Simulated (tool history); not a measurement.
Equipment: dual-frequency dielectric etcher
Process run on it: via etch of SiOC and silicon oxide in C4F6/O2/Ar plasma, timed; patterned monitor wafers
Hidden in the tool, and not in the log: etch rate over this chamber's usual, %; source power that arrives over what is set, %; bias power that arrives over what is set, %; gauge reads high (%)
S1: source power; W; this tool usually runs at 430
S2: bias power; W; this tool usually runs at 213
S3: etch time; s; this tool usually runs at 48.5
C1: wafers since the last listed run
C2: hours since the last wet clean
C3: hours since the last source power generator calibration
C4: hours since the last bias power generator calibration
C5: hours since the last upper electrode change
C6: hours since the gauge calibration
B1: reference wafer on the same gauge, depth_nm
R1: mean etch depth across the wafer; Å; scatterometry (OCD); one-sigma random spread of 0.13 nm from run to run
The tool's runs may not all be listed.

| run | hour | S1 | S2 | S3 | C1 | C2 | C3 | C4 | C5 | C6 | B1 | R1 |
|---|---|---|---|---|---|---|---|---|---|---|---|---|
| 1 | 0 | 430 | 213 | 48.5 | 0 | 261.2 | 1098.3 | 1604.3 | 3251.2 | 249.9 | 66.9 | 601 |
| 2 | 67.2 | 430 | 213 | 48.5 | 505 | 328.4 | 1165.5 | 1671.5 | 3318.4 | 317.1 | 67 | 602 |
| 3 | 140 | 430 | 213 | 48.5 | 548 | 401.2 | 1238.3 | 1744.3 | 3391.2 | 389.9 | 67.1 | 606 |
| 4 | 207.6 | 430 | 213 | 48.5 | 508 | 468.8 | 1305.9 | 1811.9 | 3458.8 | 457.5 | 67.2 | 604 |
| 5 | 249.8 | 390 | 253 | 48.5 | 317 | 511 | 1348.1 | 1854.1 | 3501 | 499.7 | 67.2 | 631 |
|  | 326.3 | wet clean of the chamber |
| 6 | 326.8 | 520 | 213 | 48.5 | 398 | 0.5 | 1425.1 | 1931.1 | 3578 | 576.7 | 67.2 | 629 |
| 7 | 384.2 | 520 | 213 | 48.5 | 432 | 57.9 | 1482.5 | 1988.5 | 3635.4 | 634.1 | 67.3 | 630 |
| 8 | 434.8 | 520 | 213 | 48.5 | 380 | 108.5 | 1533.1 | 2039.1 | 3686 | 684.7 | 67.3 | 632 |
| 9 | 486.1 | 430 | 213 | 48.5 | 386 | 159.8 | 1584.4 | 2090.4 | 3737.3 | 736 | 67.4 | 608 |
| 10 | 559.1 | 430 | 213 | 48.5 | 549 | 232.8 | 1657.4 | 2163.4 | 3810.3 | 809 | 67.4 | 607 |
|  | 648.2 | upper electrode replaced |
| 11 | 649.3 | 430 | 213 | 48.5 | 498 | 323 | 1747.6 | 2253.6 | 1.1 | 899.2 | 67.4 | 608 |
| 12 | 688.2 | 490 | 213 | 48.5 | 292 | 361.9 | 1786.5 | 2292.5 | 40 | 938.1 | 67.5 | 624 |
| 13 | 748.6 | 430 | 213 | 48.5 | 454 | 422.3 | 1846.9 | 2352.9 | 100.4 | 998.5 | 67.4 | 608 |
|  | 808.1 | wet clean of the chamber |
| 14 | 808.6 | 330 | 213 | 48.5 | 270 | 0.5 | 1906.9 | 2412.9 | 160.4 | 1058.5 | 67.4 | 579 |
| 15 | 855.8 | 500 | 173 | 54 | 355 | 47.7 | 1954.1 | 2460.1 | 207.6 | 1105.7 | 67.5 | 654 |
| 16 | 902 | 430 | 213 | 48.5 | 347 | 93.9 | 2000.3 | 2506.3 | 253.8 | 1151.9 | 67.5 | 609 |
|  | 923 | gauge calibrated |
|  | 945.8 | source power generator calibrated |
| 17 | 997 | 430 | 170 | 48.5 | 685 | 188.9 | 51.2 | 2601.3 | 348.8 | 74 | 66.8 | 559 |
| 18 | 1078.8 | 430 | 213 | 48.5 | 615 | 270.7 | 133 | 2683.1 | 430.6 | 155.8 | 66.9 | 604 |
| 19 | 1281.3 | 510 | 165 | 41 | 1524 | 473.2 | 335.5 | 2885.6 | 633.1 | 358.3 | 67.2 | 489 |
| 20 | 1378.3 | 430 | 227 | 48.5 | 730 | 570.2 | 432.5 | 2982.6 | 730.1 | 455.3 | 67.5 | 624 |
|  | 1415.5 | wet clean of the chamber |
| 21 | 1480.1 | 430 | 238 | 43.5 | 585 | 64.6 | 534.3 | 3084.4 | 831.9 | 557.1 | 67.5 | 568 |
| 22 | 1533.8 | 430 | 247 | 48.5 | 404 | 118.3 | 588 | 3138.1 | 885.6 | 610.8 | 67.5 | 642 |
| 23 | 1592.9 | 500 | 213 | 48.5 | 444 | 177.4 | 647.1 | 3197.2 | 944.7 | 669.9 | 67.7 | 630 |
|  | 1597.2 | bias power generator calibrated |
| 24 | 1697.9 | 430 | 213 | 48.5 | 760 | 282.4 | 752.1 | 100.7 | 1049.7 | 774.9 | 67.7 | 610 |
| 25 | 1754.2 | 400 | 213 | 48.5 | 423 | 338.7 | 808.4 | 157 | 1106 | 831.2 | 67.7 | 603 |
|  | 1970.9 | wet clean of the chamber |
| 26 | 2043.6 | 430 | 213 | 48.5 | 1997 | 72.7 | 1097.8 | 446.4 | 1395.4 | 1120.6 | 67.8 | 613 |

Below, each run's measurement less what the same run would have read without the hidden state. Both values contain the same run-to-run variation, but the gauge's scatter may not be the same in both:
| run | R1 |
|---|---|
| 1 | +5 |
| 2 | +7 |
| 3 | +8 |
| 4 | +9 |
| 5 | +9 |
| 6 | +10 |
| 7 | +10 |
| 8 | +10 |
| 9 | +10 |
| 10 | +10 |
| 11 | +11 |
| 12 | +12 |
| 13 | +11 |
| 14 | +11 |
| 15 | +12 |
| 16 | +12 |
| 17 | +5 |
| 18 | +7 |
| 19 | +8 |
| 20 | +12 |
| 21 | +11 |
| 22 | +13 |
| 23 | +13 |
| 24 | +13 |
| 25 | +13 |
| 26 | +14 |

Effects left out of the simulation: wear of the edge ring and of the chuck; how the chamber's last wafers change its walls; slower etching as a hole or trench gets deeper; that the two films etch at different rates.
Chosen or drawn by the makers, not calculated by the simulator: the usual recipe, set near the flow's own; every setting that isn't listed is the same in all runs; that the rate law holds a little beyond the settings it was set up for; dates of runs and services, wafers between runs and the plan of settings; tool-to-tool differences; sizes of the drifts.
